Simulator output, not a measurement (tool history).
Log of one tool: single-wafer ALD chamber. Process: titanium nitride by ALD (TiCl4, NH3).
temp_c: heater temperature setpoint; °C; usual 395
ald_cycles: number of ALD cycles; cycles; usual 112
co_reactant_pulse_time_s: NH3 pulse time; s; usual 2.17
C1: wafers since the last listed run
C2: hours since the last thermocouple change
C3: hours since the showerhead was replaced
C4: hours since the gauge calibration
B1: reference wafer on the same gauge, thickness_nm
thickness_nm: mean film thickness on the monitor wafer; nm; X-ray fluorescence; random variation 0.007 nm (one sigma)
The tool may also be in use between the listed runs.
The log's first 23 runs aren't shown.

{"run": 24, "day": 54.1, "temp_c": 395, "ald_cycles": 104, "co_reactant_pulse_time_s": 1.58, "C1": 191, "C2": 270.5, "C3": 2845.2, "C4": 1212.3, "B1": 2.639, "thickness_nm": 2.401}
{"run": 25, "day": 55.692, "temp_c": 395, "ald_cycles": 92, "co_reactant_pulse_time_s": 2.52, "C1": 102, "C2": 308.7, "C3": 2883.4, "C4": 1250.5, "B1": 2.642, "thickness_nm": 2.179}
{"run": 26, "day": 57.5, "temp_c": 402, "ald_cycles": 102, "co_reactant_pulse_time_s": 2.17, "C1": 116, "C2": 352.1, "C3": 2926.8, "C4": 1293.9, "B1": 2.641, "thickness_nm": 2.424}
{"run": 27, "day": 59.075, "temp_c": 404, "ald_cycles": 112, "co_reactant_pulse_time_s": 2.17, "C1": 101, "C2": 389.9, "C3": 2964.6, "C4": 1331.7, "B1": 2.64, "thickness_nm": 2.659}
{"run": 28, "day": 60.679, "temp_c": 395, "ald_cycles": 112, "co_reactant_pulse_time_s": 2.17, "C1": 103, "C2": 428.4, "C3": 3003.1, "C4": 1370.2, "B1": 2.638, "thickness_nm": 2.651}
{"run": 29, "day": 62.896, "temp_c": 402, "ald_cycles": 132, "co_reactant_pulse_time_s": 2.17, "C1": 143, "C2": 481.6, "C3": 3056.3, "C4": 1423.4, "B1": 2.643, "thickness_nm": 3.128}
{"run": 30, "day": 64.75, "temp_c": 400, "ald_cycles": 112, "co_reactant_pulse_time_s": 2.61, "C1": 119, "C2": 526.1, "C3": 3100.8, "C4": 1467.9, "B1": 2.643, "thickness_nm": 2.675}
{"day": 64.904, "done": "gauge calibrated"}
{"run": 31, "day": 67.558, "temp_c": 384, "ald_cycles": 94, "co_reactant_pulse_time_s": 2.17, "C1": 181, "C2": 593.5, "C3": 3168.2, "C4": 63.7, "B1": 2.638, "thickness_nm": 2.187}
{"day": 69.833, "done": "showerhead replaced"}
{"run": 32, "day": 70.408, "temp_c": 395, "ald_cycles": 97, "co_reactant_pulse_time_s": 2.17, "C1": 162, "C2": 661.9, "C3": 13.8, "C4": 132.1, "B1": 2.641, "thickness_nm": 2.283}
{"run": 33, "day": 73.104, "temp_c": 395, "ald_cycles": 121, "co_reactant_pulse_time_s": 2.17, "C1": 174, "C2": 726.6, "C3": 78.5, "C4": 196.8, "B1": 2.641, "thickness_nm": 2.837}
{"run": 34, "day": 74.521, "temp_c": 387, "ald_cycles": 98, "co_reactant_pulse_time_s": 2.17, "C1": 91, "C2": 760.6, "C3": 112.5, "C4": 230.8, "B1": 2.641, "thickness_nm": 2.293}
{"run": 35, "day": 83.262, "temp_c": 395, "ald_cycles": 112, "co_reactant_pulse_time_s": 2.9, "C1": 565, "C2": 970.4, "C3": 322.3, "C4": 440.6, "B1": 2.639, "thickness_nm": 2.667}
{"run": 36, "day": 85.579, "temp_c": 395, "ald_cycles": 112, "co_reactant_pulse_time_s": 1.47, "C1": 149, "C2": 1026, "C3": 377.9, "C4": 496.2, "B1": 2.636, "thickness_nm": 2.581}
{"run": 37, "day": 88.004, "temp_c": 399, "ald_cycles": 104, "co_reactant_pulse_time_s": 1.78, "C1": 156, "C2": 1084.2, "C3": 436.1, "C4": 554.4, "B1": 2.639, "thickness_nm": 2.433}
{"run": 38, "day": 90.054, "temp_c": 405, "ald_cycles": 93, "co_reactant_pulse_time_s": 1.71, "C1": 132, "C2": 1133.4, "C3": 485.3, "C4": 603.6, "B1": 2.64, "thickness_nm": 2.172}
{"run": 39, "day": 96.717, "temp_c": 384, "ald_cycles": 94, "co_reactant_pulse_time_s": 2.17, "C1": 430, "C2": 1293.3, "C3": 645.2, "C4": 763.5, "B1": 2.641, "thickness_nm": 2.191}
{"run": 40, "day": 99.4, "temp_c": 403, "ald_cycles": 112, "co_reactant_pulse_time_s": 1.86, "C1": 173, "C2": 1357.7, "C3": 709.6, "C4": 827.9, "B1": 2.639, "thickness_nm": 2.627}
{"run": 41, "day": 101.712, "temp_c": 403, "ald_cycles": 132, "co_reactant_pulse_time_s": 1.88, "C1": 149, "C2": 1413.2, "C3": 765.1, "C4": 883.4, "B1": 2.639, "thickness_nm": 3.123}

3 ways to go on from here, each from the tool as it stands after run 41. What would each give?
{"run": "A", "day": 101.742, "temp_c": 395, "ald_cycles": 91, "co_reactant_pulse_time_s": 2.17, "C1": 1, "C2": 1413.9, "C3": 765.8, "C4": 884.1, "B1": "?", "thickness_nm": "?"}
{"run": "B", "day": 101.742, "temp_c": 395, "ald_cycles": 112, "co_reactant_pulse_time_s": 1.81, "C1": 1, "C2": 1413.9, "C3": 765.8, "C4": 884.1, "B1": "?", "thickness_nm": "?"}
{"run": "C", "day": 101.742, "temp_c": 399, "ald_cycles": 112, "co_reactant_pulse_time_s": 2.17, "C1": 1, "C2": 1413.9, "C3": 765.8, "C4": 884.1, "B1": "?", "thickness_nm": "?"}

run=A B1=2.639 thickness_nm=2.148
run=B B1=2.639 thickness_nm=2.62
run=C B1=2.639 thickness_nm=2.654
Without the tool's hidden state the same runs would have given:
run=A thickness_nm=2.148
run=B thickness_nm=2.62
run=C thickness_nm=2.654
